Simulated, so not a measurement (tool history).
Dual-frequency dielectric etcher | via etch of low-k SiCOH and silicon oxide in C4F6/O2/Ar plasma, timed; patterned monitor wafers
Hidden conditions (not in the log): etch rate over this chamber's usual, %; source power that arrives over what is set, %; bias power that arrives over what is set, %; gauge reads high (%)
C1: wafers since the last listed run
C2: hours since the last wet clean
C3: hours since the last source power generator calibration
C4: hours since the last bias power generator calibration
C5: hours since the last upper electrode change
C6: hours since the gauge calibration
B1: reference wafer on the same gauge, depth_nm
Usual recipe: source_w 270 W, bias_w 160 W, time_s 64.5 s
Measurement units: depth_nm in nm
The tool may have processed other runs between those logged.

Run 1, hour 0.0: usual settings but bias_w 188 W, time_s 57.0 s; C1 0; C2 424.1; C3 3399.5; C4 1677.0; C5 2214.7; C6 1161.1; B1 125.8. Result: depth_nm 139.0 nm.
Run 2, hour 57.8: usual settings; C1 599; C2 481.9; C3 3457.3; C4 1734.8; C5 2272.5; C6 1218.9; B1 126.1. Result: depth_nm 150.1 nm.
Run 3, hour 110.0: usual settings; C1 541; C2 534.1; C3 3509.5; C4 1787.0; C5 2324.7; C6 1271.1; B1 126.0. Result: depth_nm 150.4 nm.
At hour 169.1: wet clean of the chamber.
Run 4, hour 184.0: usual settings; C1 518; C2 14.9; C3 3583.5; C4 1861.0; C5 2398.7; C6 1345.1; B1 126.0. Result: depth_nm 150.9 nm.
Run 5, hour 288.8: usual settings; C1 1087; C2 119.7; C3 3688.3; C4 1965.8; C5 2503.5; C6 1449.9; B1 126.0. Result: depth_nm 150.9 nm.
At hour 365.2: bias power generator calibrated.
Run 6, hour 383.3: usual settings; C1 938; C2 214.2; C3 3782.8; C4 18.1; C5 2598.0; C6 1544.4; B1 126.0. Result: depth_nm 151.3 nm.
Run 7, hour 424.7: usual settings; C1 429; C2 255.6; C3 3824.2; C4 59.5; C5 2639.4; C6 1585.8; B1 125.9. Result: depth_nm 150.1 nm.
Run 8, hour 475.4: usual settings; C1 526; C2 306.3; C3 3874.9; C4 110.2; C5 2690.1; C6 1636.5; B1 126.0. Result: depth_nm 151.3 nm.
Run 9, hour 512.0: usual settings; C1 379; C2 342.9; C3 3911.5; C4 146.8; C5 2726.7; C6 1673.1; B1 125.9. Result: depth_nm 151.3 nm.
At hour 567.4: source power generator calibrated.
Run 10, hour 583.3: usual settings but bias_w 200 W, time_s 50.5 s; C1 698; C2 414.2; C3 15.9; C4 218.1; C5 2798.0; C6 1744.4; B1 126.0. Result: depth_nm 122.5 nm.
Run 11, hour 671.8: usual settings but source_w 240 W; C1 918; C2 502.7; C3 104.4; C4 306.6; C5 2886.5; C6 1832.9; B1 125.9. Result: depth_nm 139.1 nm.
At hour 709.2: wet clean of the chamber.
Run 12, hour 744.3: usual settings but source_w 220 W, bias_w 124 W, time_s 78.5 s; C1 503; C2 35.1; C3 176.9; C4 379.1; C5 2959.0; C6 1905.4; B1 126.1. Result: depth_nm 153.7 nm.
Run 13, hour 806.4: usual settings but source_w 330 W, bias_w 141 W, time_s 56.5 s; C1 644; C2 97.2; C3 239.0; C4 441.2; C5 3021.1; C6 1967.5; B1 126.0. Result: depth_nm 135.6 nm.
Run 14, hour 868.5: usual settings but bias_w 181 W; C1 644; C2 159.3; C3 301.1; C4 503.3; C5 3083.2; C6 2029.6; B1 126.0. Result: depth_nm 152.4 nm.
At hour 972.7: upper electrode replaced.
Run 15, hour 973.2: usual settings but source_w 230 W; C1 837; C2 264.0; C3 405.8; C4 608.0; C5 0.5; C6 2134.3; B1 126.0. Result: depth_nm 137.9 nm.
Run 16, hour 1015.2: usual settings; C1 435; C2 306.0; C3 447.8; C4 650.0; C5 42.5; C6 2176.3; B1 125.9. Result: depth_nm 147.1 nm.
Run 17, hour 1109.4: usual settings but source_w 290 W, bias_w 137 W, time_s 52.0 s; C1 977; C2 400.2; C3 542.0; C4 744.2; C5 136.7; C6 2270.5; B1 126.0. Result: depth_nm 117.4 nm.
At hour 1166.9: gauge calibrated.
Run 18, hour 1211.8: usual settings but source_w 300 W, time_s 79.5 s; C1 1062; C2 502.6; C3 644.4; C4 846.6; C5 239.1; C6 44.9; B1 126.1. Result: depth_nm 190.2 nm.
At hour 1260.7: wet clean of the chamber.
Run 19, hour 1266.8: usual settings but source_w 320 W, time_s 81.5 s; C1 321; C2 6.1; C3 699.4; C4 901.6; C5 294.1; C6 99.9; B1 126.0. Result: depth_nm 199.9 nm.
Run 20, hour 1314.8: usual settings but source_w 210 W, bias_w 131 W, time_s 59.5 s; C1 498; C2 54.1; C3 747.4; C4 949.6; C5 342.1; C6 147.9; B1 126.0. Result: depth_nm 115.6 nm.
Run 21, hour 1418.5: usual settings but source_w 210 W, bias_w 193 W, time_s 57.0 s; C1 1075; C2 157.8; C3 851.1; C4 1053.3; C5 445.8; C6 251.6; B1 126.1. Result: depth_nm 122.4 nm.
Run 22, hour 1517.4: usual settings; C1 1026; C2 256.7; C3 950.0; C4 1152.2; C5 544.7; C6 350.5; B1 126.0. Result: depth_nm 147.6 nm.
Run 23, hour 1594.5: usual settings but source_w 210 W, bias_w 193 W, time_s 57.0 s; C1 799; C2 333.8; C3 1027.1; C4 1229.3; C5 621.8; C6 427.6; B1 126.0. Result: depth_nm 123.5 nm.
Run 24, hour 1656.4: usual settings; C1 642; C2 395.7; C3 1089.0; C4 1291.2; C5 683.7; C6 489.5; B1 125.9. Result: depth_nm 148.0 nm.
Run 25, hour 1724.9: usual settings; C1 710; C2 464.2; C3 1157.5; C4 1359.7; C5 752.2; C6 558.0; B1 126.0. Result: depth_nm 147.4 nm.
Run 26, hour 1774.9: usual settings but bias_w 122 W, time_s 54.0 s; C1 518; C2 514.2; C3 1207.5; C4 1409.7; C5 802.2; C6 608.0; B1 126.1. Result: depth_nm 115.3 nm.
Run 27, hour 1876.4: usual settings but source_w 290 W, bias_w 196 W; C1 1053; C2 615.7; C3 1309.0; C4 1511.2; C5 903.7; C6 709.5; B1 125.9. Result: depth_nm 160.6 nm.
At hour 1918.5: wet clean of the chamber.
Run 28, hour 1925.3: usual settings; C1 258; C2 6.8; C3 1357.9; C4 1560.1; C5 952.6; C6 758.4; B1 125.9. Result: depth_nm 147.4 nm.

Alternative continuations, all from the tool just after run 28; predict every row:
Run A, hour 1925.7: usual settings but bias_w 137 W; C1 4; C2 7.2; C3 1358.3; C4 1560.5; C5 953.0; C6 758.8; B1 ?. Result: depth_nm ?.
Run B, hour 1925.7: usual settings but source_w 290 W, bias_w 187 W, time_s 78.5 s; C1 4; C2 7.2; C3 1358.3; C4 1560.5; C5 953.0; C6 758.8; B1 ?. Result: depth_nm ?.
Run C, hour 1925.7: usual settings but source_w 250 W; C1 4; C2 7.2; C3 1358.3; C4 1560.5; C5 953.0; C6 758.8; B1 ?. Result: depth_nm ?.
Run D, hour 1925.7: usual settings but source_w 200 W, time_s 53.5 s; C1 4; C2 7.2; C3 1358.3; C4 1560.5; C5 953.0; C6 758.8; B1 ?. Result: depth_nm ?.
Run E, hour 1925.7: usual settings but bias_w 144 W; C1 4; C2 7.2; C3 1358.3; C4 1560.5; C5 953.0; C6 758.8; B1 ?. Result: depth_nm ?.

run     B1  depth_nm
  A  126.0     141.3
  B  126.0     192.8
  C  126.0     142.4
  D  126.0     107.1
  E  126.0     143.1
Had the tool no hidden state, the same runs would have come out as:
run  depth_nm
  A     140.9
  B     192.3
  C     142.0
  D     106.9
  E     142.7
